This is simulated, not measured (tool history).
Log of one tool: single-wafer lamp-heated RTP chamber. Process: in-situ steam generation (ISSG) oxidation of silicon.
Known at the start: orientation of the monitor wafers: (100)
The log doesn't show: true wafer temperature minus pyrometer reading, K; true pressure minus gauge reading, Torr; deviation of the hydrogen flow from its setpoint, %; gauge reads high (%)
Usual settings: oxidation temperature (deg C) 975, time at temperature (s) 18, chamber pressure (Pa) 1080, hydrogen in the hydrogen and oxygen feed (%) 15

run,day,oxidation temperature (deg C),time at temperature (s),chamber pressure (Pa),hydrogen in the hydrogen and oxygen feed (%),wafers since the last listed run,wafers since the last pyrometer calibration,hours since the pressure gauge was zeroed,hours since the hydrogen flow controller was replaced,hours since the gauge calibration,"read-back reference wafer on the same gauge, thickness",oxide thickness on the monitor wafer (nm)
1,0.000,971,18,1080,15,0,6526,2247.0,3983.6,461.3,3.677,4.574
# day 0.450: gauge calibrated
2,0.779,971,18,1080,15,385,6912,2265.7,4002.3,7.9,3.678,4.549
3,1.946,975,18,1080,15,577,7489,2293.7,4030.3,35.9,3.676,4.640
4,3.275,975,18,1080,15,658,8147,2325.6,4062.2,67.8,3.679,4.684
# day 4.308: pyrometer window cleaned and pyrometer calibrated
5,4.329,975,18,1080,15,356,11,2350.9,4087.5,93.1,3.681,4.505
6,5.342,975,18,1080,15,501,512,2375.2,4111.8,117.4,3.680,4.504
7,6.412,975,18,1080,15,530,1042,2400.9,4137.5,143.1,3.679,4.482
8,7.733,975,18,1080,15,654,1696,2432.6,4169.2,174.8,3.677,4.570
9,8.508,975,20,1013,15,383,2080,2451.2,4187.8,193.4,3.681,4.736
# day 9.017: hydrogen flow controller replaced
10,9.217,975,20,1013,15,185,2266,2468.2,4.8,210.4,3.679,4.756
11,10.079,975,20,1013,15,427,2693,2488.9,25.5,231.1,3.679,4.749
12,11.133,975,18,1080,15,521,3215,2514.2,50.8,256.4,3.681,4.568
13,12.604,975,18,1080,15,728,3943,2549.5,86.1,291.7,3.683,4.568
14,13.158,975,13,920,15,274,4217,2562.8,99.4,305.0,3.677,3.933
15,14.638,965,25,933,20,732,4950,2598.3,134.9,340.5,3.681,5.437
16,15.221,956,18,1080,15,288,5239,2612.3,148.9,354.5,3.680,4.297
17,15.946,982,23,933,19,358,5598,2629.7,166.3,371.9,3.683,5.574
# day 16.562: pressure gauge zeroed
18,17.867,975,18,1080,15,786,6384,31.3,212.4,418.0,3.685,4.646
# day 18.921: pyrometer window cleaned and pyrometer calibrated
19,18.942,975,18,1080,15,367,11,57.1,238.2,443.8,3.679,4.491
20,19.529,975,18,1080,12,290,302,71.2,252.3,457.9,3.678,4.313
# day 20.038: gauge calibrated
21,20.958,975,18,920,22,707,1009,105.5,286.6,22.1,3.678,4.924
22,22.104,975,18,1080,15,567,1577,133.0,314.1,49.6,3.683,4.531
23,23.171,975,18,1147,11,528,2105,158.6,339.7,75.2,3.678,4.259
24,24.646,965,18,1133,15,730,2835,194.0,375.1,110.6,3.682,4.414
25,25.175,975,18,1080,11,262,3097,206.7,387.8,123.3,3.685,4.267
26,26.396,989,11,1187,25,604,3702,236.0,417.1,152.6,3.680,4.352

Measured less the same run without the tool's hidden state. The same run-to-run variation is in both; the gauge's scatter may not be:
run,oxide thickness on the monitor wafer (nm)
1,+0.125
2,+0.131
3,+0.148
4,+0.162
5,+0.021
6,+0.030
7,+0.040
8,+0.052
9,+0.063
10,+0.070
11,+0.078
12,+0.082
13,+0.096
14,+0.077
15,+0.142
16,+0.100
17,+0.174
18,+0.146
19,+0.024
20,+0.027
21,+0.046
22,+0.052
23,+0.057
24,+0.067
25,+0.074
26,+0.080

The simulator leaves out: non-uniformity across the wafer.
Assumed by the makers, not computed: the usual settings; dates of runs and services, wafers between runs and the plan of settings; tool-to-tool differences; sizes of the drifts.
